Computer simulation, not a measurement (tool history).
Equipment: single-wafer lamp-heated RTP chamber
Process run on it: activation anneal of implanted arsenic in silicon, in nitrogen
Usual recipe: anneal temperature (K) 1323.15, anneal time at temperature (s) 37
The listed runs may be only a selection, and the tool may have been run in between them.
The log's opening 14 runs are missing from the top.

run,hour,anneal temperature (K),anneal time at temperature (s),"read-back reference wafer on the same gauge, sheet resistance",sheet resistance of the implanted and annealed layer (ohm/square)
# hour 1115.4: reflector plate cleaned
15,1144.7,1323.15,32,280.14,340.11
16,1233.5,1323.15,37,280.05,338.54
17,1299.9,1323.15,37,280.06,337.59
18,1358.5,1323.15,37,279.91,338.2
19,1426.7,1323.15,37,280.03,336.79
20,1507.2,1323.15,37,280.02,337.27
# hour 1607.5: pyrometer window cleaned and pyrometer calibrated
# hour 1608.4: reflector plate cleaned
21,1610.3,1323.15,31,280.04,339.31
22,1647.3,1314.15,47,280.06,338.62
23,1741,1323.15,37,279.99,339.17
24,1812.5,1295.15,56,280.13,339.92
25,1889,1315.15,28,279.97,342.33
26,1939.8,1295.15,55,279.88,339.63
27,2023.2,1323.15,37,279.93,337.71
# hour 2092.2: pyrometer window cleaned and pyrometer calibrated
28,2150,1323.15,37,279.97,339.44
# hour 2167.1: reflector plate cleaned
29,2195.2,1299.15,19,280.01,344.95
30,2257.3,1312.15,27,279.94,342.23
31,2323.9,1323.15,37,280.01,337.79
32,2423,1308.15,51,280.01,338.85
33,2471.6,1323.15,37,280.06,338.09
34,2560.1,1323.15,50,280.08,334.84
# hour 2635.6: pyrometer window cleaned and pyrometer calibrated
35,2636.1,1349.15,30,279.95,335.78
# hour 2660.3: reflector plate cleaned
36,2718,1294.15,37,280.04,342.43

3 ways to go on from here, each from the tool as it stands after run 36. What would each give?
A,2718.4,1323.15,37,?,?
B,2718.4,1336.15,49,?,?
C,2718.4,1314.15,29,?,?

run,"read-back reference wafer on the same gauge, sheet resistance",sheet resistance of the implanted and annealed layer (ohm/square)
A,280.15,338.91
B,280.15,334.12
C,280.15,341.71
Stripped of hidden state, with their random variation kept, the same runs would have yielded:
run,sheet resistance of the implanted and annealed layer (ohm/square)
A,339
B,334.25
C,341.78
